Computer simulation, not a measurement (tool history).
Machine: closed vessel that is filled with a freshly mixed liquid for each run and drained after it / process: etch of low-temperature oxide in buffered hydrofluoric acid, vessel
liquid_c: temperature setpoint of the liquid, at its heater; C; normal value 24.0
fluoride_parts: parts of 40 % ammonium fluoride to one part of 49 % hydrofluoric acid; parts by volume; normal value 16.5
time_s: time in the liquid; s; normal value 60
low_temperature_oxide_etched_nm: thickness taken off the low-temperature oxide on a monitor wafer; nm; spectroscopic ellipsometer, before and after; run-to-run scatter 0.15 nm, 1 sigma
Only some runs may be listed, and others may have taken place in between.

run	day	liquid_c	fluoride_parts	time_s	read-back film thickness of the low-temperature oxide reference wafer, read on the same gauge (nm)	low_temperature_oxide_etched_nm
1	0.000	24.0	16.5	60	109.98	76.84
2	0.721	24.0	16.5	60	109.98	76.72
3	0.971	24.0	16.5	60	110.03	76.64
4	1.300	24.0	19.0	60	109.98	66.52
5	1.733	24.0	19.0	60	109.99	66.93
6	2.100	24.0	19.0	60	110.01	66.98
# day 2.450: gauge calibrated
7	2.600	24.0	16.5	60	110.05	76.73
# day 2.692: thermometer replaced
8	2.879	24.0	19.0	80	109.99	77.74
9	3.142	24.0	20.0	50	110.00	46.81
10	3.550	24.0	16.5	90	109.99	100.60
# day 3.604: hydrofluoric acid flow meter replaced
11	4.125	24.0	16.5	60	110.04	70.21
12	4.542	24.0	19.0	80	109.98	81.57
13	4.875	24.0	16.5	45	110.03	52.75
# day 5.612: gauge calibrated
14	5.621	24.0	16.5	30	109.98	35.02
15	6.004	25.5	10.5	95	110.02	187.36

Some steps in low_temperature_oxide_etched_nm between neighbouring runs. How much of each would the tool show without its hidden state too (settings, what came in, random variation), and how much is left for the hidden state, with any gauge scatter that isn't in both results?
What the log doesn't record here: liquid hotter than its thermometer reads (K); hydrofluoric acid flow below the setpoint (%); gauge reads high (%).
Run 7 -> 8: fluoride_parts 16.5 -> 19.0, time_s 60 -> 80, thermometer replaced. low_temperature_oxide_etched_nm +1.01 nm: hidden state -9.61, all else +10.62.
Run 14 -> 15: liquid_c 24.0 -> 25.5, fluoride_parts 16.5 -> 10.5, time_s 30 -> 95. low_temperature_oxide_etched_nm +152.34 nm: hidden state +3.05, all else +149.29.
